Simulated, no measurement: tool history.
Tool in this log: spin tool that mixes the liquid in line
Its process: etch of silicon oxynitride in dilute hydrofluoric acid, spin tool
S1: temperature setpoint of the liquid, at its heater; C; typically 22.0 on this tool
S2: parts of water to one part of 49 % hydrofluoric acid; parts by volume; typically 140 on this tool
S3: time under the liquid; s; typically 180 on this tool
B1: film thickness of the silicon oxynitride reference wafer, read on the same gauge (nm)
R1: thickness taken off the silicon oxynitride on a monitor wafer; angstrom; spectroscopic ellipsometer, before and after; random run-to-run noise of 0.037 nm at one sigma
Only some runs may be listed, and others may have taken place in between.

| run | hour | S1 | S2 | S3 | B1 | R1 |
|---|---|---|---|---|---|---|
| 1 | 0.0 | 22.0 | 140 | 180 | 39.994 | 16.07 |
| 2 | 19.1 | 22.0 | 140 | 180 | 39.987 | 16.53 |
| 3 | 33.4 | 22.0 | 140 | 180 | 39.975 | 16.04 |
| 4 | 67.0 | 22.0 | 140 | 180 | 39.991 | 16.31 |
| 5 | 99.0 | 22.0 | 140 | 180 | 40.011 | 16.37 |
| 6 | 111.9 | 22.0 | 140 | 180 | 40.004 | 15.65 |
| 7 | 131.0 | 22.0 | 140 | 180 | 40.044 | 16.63 |
| 8 | 153.3 | 22.0 | 140 | 180 | 40.018 | 16.13 |
| 9 | 172.4 | 22.0 | 140 | 180 | 40.000 | 16.11 |
| 10 | 188.8 | 24.5 | 140 | 180 | 40.020 | 18.57 |
|  | 193.1 | gauge calibrated |
|  | 198.4 | thermometer replaced |
|  | 212.7 | hydrofluoric acid flow meter replaced |
| 11 | 213.2 | 22.0 | 125 | 180 | 39.994 | 19.17 |
| 12 | 244.0 | 22.0 | 140 | 180 | 40.012 | 16.55 |
| 13 | 269.3 | 22.0 | 140 | 180 | 40.014 | 16.38 |
| 14 | 288.4 | 18.5 | 165 | 280 | 40.033 | 17.77 |
| 15 | 307.1 | 17.5 | 140 | 180 | 40.028 | 13.14 |
| 16 | 327.7 | 22.0 | 160 | 180 | 39.998 | 13.97 |
| 17 | 355.4 | 18.5 | 140 | 180 | 40.017 | 13.07 |
| 18 | 381.8 | 20.5 | 140 | 180 | 40.043 | 15.68 |
| 19 | 396.6 | 26.0 | 95 | 275 | 39.984 | 46.28 |
| 20 | 424.0 | 22.0 | 140 | 180 | 40.025 | 16.24 |
| 21 | 459.1 | 26.0 | 115 | 230 | 40.016 | 31.84 |
| 22 | 489.6 | 22.0 | 140 | 180 | 39.988 | 16.10 |
| 23 | 505.5 | 22.0 | 70 | 140 | 39.991 | 25.61 |
| 24 | 535.9 | 22.0 | 140 | 255 | 40.024 | 23.14 |
|  | 550.2 | gauge calibrated |
| 25 | 562.4 | 19.5 | 190 | 260 | 40.026 | 15.05 |
| 26 | 598.0 | 25.0 | 115 | 180 | 39.996 | 22.84 |

3 options for the next run, each taken on its own from the tool as it stands now. Forecast them:
| A | 598.5 | 22.0 | 195 | 180 | ? | ? |
| B | 598.5 | 25.0 | 70 | 180 | ? | ? |
| C | 598.5 | 27.0 | 190 | 270 | ? | ? |

| run | B1 | R1 |
|---|---|---|
| A | 40.021 | 11.12 |
| B | 40.021 | 39.34 |
| C | 40.021 | 21.48 |
Without the tool's unlogged condition, the same runs would have read:
| run | R1 |
|---|---|
| A | 11.12 |
| B | 39.34 |
| C | 21.48 |

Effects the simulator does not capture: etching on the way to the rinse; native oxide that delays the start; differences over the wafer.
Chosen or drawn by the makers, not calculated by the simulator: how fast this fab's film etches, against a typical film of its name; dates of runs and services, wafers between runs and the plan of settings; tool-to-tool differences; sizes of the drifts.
